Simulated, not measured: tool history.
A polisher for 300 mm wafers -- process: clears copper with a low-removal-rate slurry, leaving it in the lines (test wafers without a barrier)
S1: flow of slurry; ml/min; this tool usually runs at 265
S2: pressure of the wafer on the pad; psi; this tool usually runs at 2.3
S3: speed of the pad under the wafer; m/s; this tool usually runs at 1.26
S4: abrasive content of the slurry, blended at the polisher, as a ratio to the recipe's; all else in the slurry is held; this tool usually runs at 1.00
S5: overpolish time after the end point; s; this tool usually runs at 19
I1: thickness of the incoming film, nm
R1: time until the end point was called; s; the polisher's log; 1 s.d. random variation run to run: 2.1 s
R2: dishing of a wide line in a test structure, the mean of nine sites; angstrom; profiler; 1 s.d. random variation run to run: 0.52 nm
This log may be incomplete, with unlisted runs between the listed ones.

run	hour	S1	S2	S3	S4	S5	I1	R1	R2
1	0.0	265	2.3	1.26	1.00	19	392.1	157.0	331
2	41.9	265	2.3	1.26	1.00	19	392.2	154.8	325
3	73.6	265	2.3	1.26	1.00	25	388.3	151.6	422
4	150.5	265	2.3	1.26	1.00	19	390.7	153.0	327
5	197.3	265	2.0	1.26	1.00	19	393.6	171.9	292
6	241.0	355	2.3	1.14	0.75	11	392.5	192.1	170
7	268.1	265	2.3	1.26	1.00	19	396.6	156.4	328
8	309.9	190	2.9	1.26	0.90	25	388.8	135.6	451
9	369.3	265	2.7	0.88	1.00	19	384.2	184.8	275
10	410.9	265	2.3	1.70	0.75	19	387.9	129.8	375
11	468.1	265	2.3	1.42	1.00	19	388.2	135.6	358
12	508.7	265	2.3	1.26	1.00	19	390.4	155.0	323
13	572.2	265	2.3	1.26	1.00	19	384.6	151.9	329
14	621.5	265	2.3	1.26	0.90	19	386.8	154.7	311
15	653.5	265	2.3	1.26	1.00	19	394.0	155.6	333
16	681.7	195	2.3	1.26	1.00	19	385.0	154.3	320
17	712.6	265	2.3	1.26	1.00	19	392.1	154.0	327
18	775.6	265	2.3	1.26	1.00	19	391.5	154.4	337
19	838.4	265	2.3	1.26	0.75	19	394.1	173.1	291
20	891.6	200	2.5	1.04	1.25	19	395.6	164.1	317
21	926.5	265	2.3	1.26	1.20	15	388.2	147.4	282
22	966.3	265	2.3	1.26	1.00	19	389.2	158.7	333
23	1016.7	265	2.0	1.40	1.20	30	385.5	146.0	486
24	1074.9	195	2.3	1.26	1.00	26	389.6	155.0	418
25	1134.7	265	2.3	0.88	1.15	19	385.4	199.0	263
26	1196.6	265	2.3	1.26	0.90	13	393.1	164.8	228
27	1256.6	265	2.0	1.26	1.00	19	389.3	168.6	295
28	1328.5	265	1.7	0.98	0.85	11	390.4	253.9	120

Missing from the log above: 12 entries noted between runs. For each, name the pair of listed runs it sits between and say how the tool's hidden condition differs from the listed run just before to the listed run just after:
From run 2 to run 3: slurry blender recalibrated (hour 52.1)
  the hidden state is the same at both runs
From run 3 to run 4: slurry nozzle cleaned (hour 94.6); worn pad replaced by a new one (hour 134.3)
  the hidden state is the same at both runs
From run 8 to run 9: head pressure recalibrated (hour 332.5)
  the hidden state is the same at both runs
From run 11 to run 12: slurry blender recalibrated (hour 480.6)
  the hidden state is the same at both runs
From run 12 to run 13: worn pad replaced by a new one (hour 519.1)
  the hidden state is the same at both runs
From run 13 to run 14: slurry nozzle cleaned (hour 574.9)
  the hidden state is the same at both runs
From run 17 to run 18: head pressure recalibrated (hour 759.0)
  the hidden state is the same at both runs
From run 19 to run 20: slurry blender recalibrated (hour 879.8)
  the hidden state is the same at both runs
From run 21 to run 22: slurry nozzle cleaned (hour 947.1)
  the hidden state is the same at both runs
From run 22 to run 23: worn pad replaced by a new one (hour 999.0)
  the hidden state is the same at both runs
From run 26 to run 27: head pressure recalibrated (hour 1244.2)
  the hidden state is the same at both runs
